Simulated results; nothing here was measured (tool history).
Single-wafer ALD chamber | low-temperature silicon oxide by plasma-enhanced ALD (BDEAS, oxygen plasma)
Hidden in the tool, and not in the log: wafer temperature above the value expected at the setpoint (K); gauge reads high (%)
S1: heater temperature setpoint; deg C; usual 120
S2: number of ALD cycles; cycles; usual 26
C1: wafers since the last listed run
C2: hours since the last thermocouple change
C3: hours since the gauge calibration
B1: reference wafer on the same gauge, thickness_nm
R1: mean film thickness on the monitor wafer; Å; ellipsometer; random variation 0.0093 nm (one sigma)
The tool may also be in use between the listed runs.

run 1 hour=0 | S1=120 S2=29 | C1=0 C2=1070.3 C3=43.2 | B1=4.3 | R1=41.54
run 2 hour=9.2 | S1=120 S2=29 | C1=49 C2=1079.5 C3=52.4 | B1=4.301 | R1=41.41
run 3 hour=25.3 | S1=120 S2=26 | C1=87 C2=1095.6 C3=68.5 | B1=4.299 | R1=37.18
run 4 hour=31.7 | S1=120 S2=26 | C1=34 C2=1102 C3=74.9 | B1=4.299 | R1=37.14
run 5 hour=49.6 | S1=120 S2=26 | C1=96 C2=1119.9 C3=92.8 | B1=4.3 | R1=37.2
run 6 hour=57 | S1=126 S2=26 | C1=40 C2=1127.3 C3=100.2 | B1=4.3 | R1=36.69
run 7 hour=70.8 | S1=126 S2=26 | C1=74 C2=1141.1 C3=114 | B1=4.303 | R1=36.86
run 8 hour=80.2 | S1=126 S2=26 | C1=50 C2=1150.5 C3=123.4 | B1=4.3 | R1=36.8
run 9 hour=98 | S1=120 S2=26 | C1=96 C2=1168.3 C3=141.2 | B1=4.303 | R1=37.21
run 10 hour=105 | S1=120 S2=26 | C1=37 C2=1175.3 C3=148.2 | B1=4.3 | R1=37.06
-- hour=117.6 thermocouple changed; heater temperature recalibrated
run 11 hour=118.1 | S1=120 S2=26 | C1=27 C2=0.5 C3=161.3 | B1=4.299 | R1=37.11
run 12 hour=141.2 | S1=120 S2=26 | C1=124 C2=23.6 C3=184.4 | B1=4.299 | R1=37.15
run 13 hour=147.7 | S1=120 S2=26 | C1=35 C2=30.1 C3=190.9 | B1=4.301 | R1=37.29
run 14 hour=164.4 | S1=109 S2=21 | C1=90 C2=46.8 C3=207.6 | B1=4.3 | R1=30.52
-- hour=175.1 gauge calibrated
run 15 hour=185.4 | S1=120 S2=24 | C1=113 C2=67.8 C3=10.3 | B1=4.298 | R1=34.26
run 16 hour=235.7 | S1=133 S2=26 | C1=272 C2=118.1 C3=60.6 | B1=4.299 | R1=36.3
run 17 hour=246.2 | S1=110 S2=28 | C1=56 C2=128.6 C3=71.1 | B1=4.3 | R1=40.53
run 18 hour=257.3 | S1=135 S2=26 | C1=60 C2=139.7 C3=82.2 | B1=4.3 | R1=36.19
run 19 hour=270.1 | S1=120 S2=26 | C1=69 C2=152.5 C3=95 | B1=4.297 | R1=37.13
run 20 hour=281.8 | S1=120 S2=26 | C1=63 C2=164.2 C3=106.7 | B1=4.298 | R1=37.14
run 21 hour=293.5 | S1=120 S2=26 | C1=63 C2=175.9 C3=118.4 | B1=4.297 | R1=37.21
run 22 hour=300.2 | S1=129 S2=26 | C1=36 C2=182.6 C3=125.1 | B1=4.3 | R1=36.69
run 23 hour=312.8 | S1=120 S2=26 | C1=68 C2=195.2 C3=137.7 | B1=4.299 | R1=37.18
run 24 hour=321.8 | S1=120 S2=23 | C1=48 C2=204.2 C3=146.7 | B1=4.3 | R1=32.98

5 ways to go on from here, each from the tool as it stands after run 24. What would each give?
run A hour=322.2 | S1=120 S2=30 | C1=2 C2=204.6 C3=147.1 | B1=? | R1=?
run B hour=322.2 | S1=135 S2=21 | C1=2 C2=204.6 C3=147.1 | B1=? | R1=?
run C hour=322.2 | S1=126 S2=30 | C1=2 C2=204.6 C3=147.1 | B1=? | R1=?
run D hour=322.2 | S1=114 S2=25 | C1=2 C2=204.6 C3=147.1 | B1=? | R1=?
run E hour=322.2 | S1=129 S2=24 | C1=2 C2=204.6 C3=147.1 | B1=? | R1=?

run=A B1=4.302 R1=42.94
run=B B1=4.302 R1=29.31
run=C B1=4.302 R1=42.51
run=D B1=4.302 R1=36.14
run=E B1=4.302 R1=33.84
Without the tool's hidden state the same runs would have given:
run=A R1=42.94
run=B R1=29.31
run=C R1=42.51
run=D R1=36.14
run=E R1=33.84

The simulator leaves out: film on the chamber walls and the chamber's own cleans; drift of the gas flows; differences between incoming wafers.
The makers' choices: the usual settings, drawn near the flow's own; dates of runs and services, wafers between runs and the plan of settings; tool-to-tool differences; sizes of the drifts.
